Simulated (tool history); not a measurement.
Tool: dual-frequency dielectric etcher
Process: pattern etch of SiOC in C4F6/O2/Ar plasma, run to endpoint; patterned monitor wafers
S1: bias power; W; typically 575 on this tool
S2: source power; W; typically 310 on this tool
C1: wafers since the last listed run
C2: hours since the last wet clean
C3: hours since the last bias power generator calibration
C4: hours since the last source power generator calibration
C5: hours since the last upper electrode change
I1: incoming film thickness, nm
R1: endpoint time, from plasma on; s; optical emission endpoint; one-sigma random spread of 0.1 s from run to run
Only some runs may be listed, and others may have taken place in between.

run	hour	S1	S2	C1	C2	C3	C4	C5	I1	R1
1	0	575	340	0	99.3	2474.2	2704.6	3016.2	48.15	13.7
2	14	575	340	195	113.3	2488.2	2718.6	3030.2	48.9	14
3	36.8	575	340	318	136.1	2511	2741.4	3053	48.13	13.7
4	50.2	575	310	187	149.5	2524.4	2754.8	3066.4	48.44	14.3
5	82.2	575	310	447	181.5	2556.4	2786.8	3098.4	48.61	14.3
6	105.5	575	310	325	204.8	2579.7	2810.1	3121.7	48.06	14.1
7	129.7	575	310	338	229	2603.9	2834.3	3145.9	48.26	14.1
# hour 147.8: source power generator calibrated
8	148.3	524	310	204	247.6	2622.5	0.5	3164.5	48.42	14.7
9	176.9	524	310	399	276.2	2651.1	29.1	3193.1	48.07	14.2
10	190.6	499	360	191	289.9	2664.8	42.8	3206.8	48.46	13.8
11	210.5	575	250	278	309.8	2684.7	62.7	3226.7	48.12	15.1
# hour 237.2: bias power generator calibrated
# hour 251.8: wet clean of the chamber
# hour 260: upper electrode replaced
12	260.5	617	330	325	8.7	23.3	112.7	0.5	48.48	14
13	262.9	646	260	33	11.1	25.7	115.1	2.9	47.82	15
14	292.7	482	260	416	40.9	55.5	144.9	32.7	48.26	16.3
15	323.8	575	310	434	72	86.6	176	63.8	48.47	14.6

Forecast run 16:
16	359.6	493	270	500	107.8	122.4	211.8	99.6	48.22	?

R1: 15.8 s
Had the tool carried no hidden state, the very same run would have given R1 15.9 s.
